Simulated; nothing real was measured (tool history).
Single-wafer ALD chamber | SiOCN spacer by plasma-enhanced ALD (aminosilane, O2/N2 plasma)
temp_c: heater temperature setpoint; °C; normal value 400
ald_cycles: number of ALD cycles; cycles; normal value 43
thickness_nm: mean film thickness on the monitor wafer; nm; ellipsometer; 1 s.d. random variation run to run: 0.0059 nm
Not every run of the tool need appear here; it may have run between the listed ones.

run,hour,temp_c,ald_cycles,wafers since the last listed run,hours since the last thermocouple change,hours since the gauge calibration,"read-back reference wafer on the same gauge, thickness_nm",thickness_nm
1,0,400,43,0,1391.7,13.8,2.789,2.371
2,26.9,400,43,188,1418.6,40.7,2.79,2.372
3,49.2,400,43,155,1440.9,63,2.79,2.373
4,67.7,400,50,129,1459.4,81.5,2.79,2.756
5,98.8,400,50,217,1490.5,112.6,2.789,2.766
6,115.8,400,41,118,1507.5,129.6,2.79,2.278
7,145.1,400,43,204,1536.8,158.9,2.789,2.381
8,161.8,395,40,116,1553.5,175.6,2.789,2.21
9,193.6,395,40,222,1585.3,207.4,2.79,2.211
10,207.7,395,40,98,1599.4,221.5,2.792,2.216
11,243.4,395,40,249,1635.1,257.2,2.789,2.22
# hour 263.8: thermocouple changed; heater temperature recalibrated
12,276.9,412,43,178,13.1,290.7,2.791,2.292
13,304.1,400,43,190,40.3,317.9,2.789,2.385
14,332.2,400,43,196,68.4,346,2.791,2.384
# hour 349.2: gauge calibrated
15,352.8,404,47,144,89,3.6,2.789,2.568
16,387.9,407,43,245,124.1,38.7,2.791,2.335
17,400.8,400,43,90,137,51.6,2.791,2.38
18,428,391,35,190,164.2,78.8,2.791,1.934
19,452.2,386,48,169,188.4,103,2.79,2.658
20,477,395,48,173,213.2,127.8,2.791,2.648
21,490.8,386,39,96,227,141.6,2.79,2.161

How the hidden state differs across the entries between the runs, from the last listed run before each to the first after it:
Between runs 11 and 12: thermocouple changed; heater temperature recalibrated (hour 263.8)
  no hidden state differs between the two runs
Between runs 14 and 15: gauge calibrated (hour 349.2)
  no hidden state differs between the two runs

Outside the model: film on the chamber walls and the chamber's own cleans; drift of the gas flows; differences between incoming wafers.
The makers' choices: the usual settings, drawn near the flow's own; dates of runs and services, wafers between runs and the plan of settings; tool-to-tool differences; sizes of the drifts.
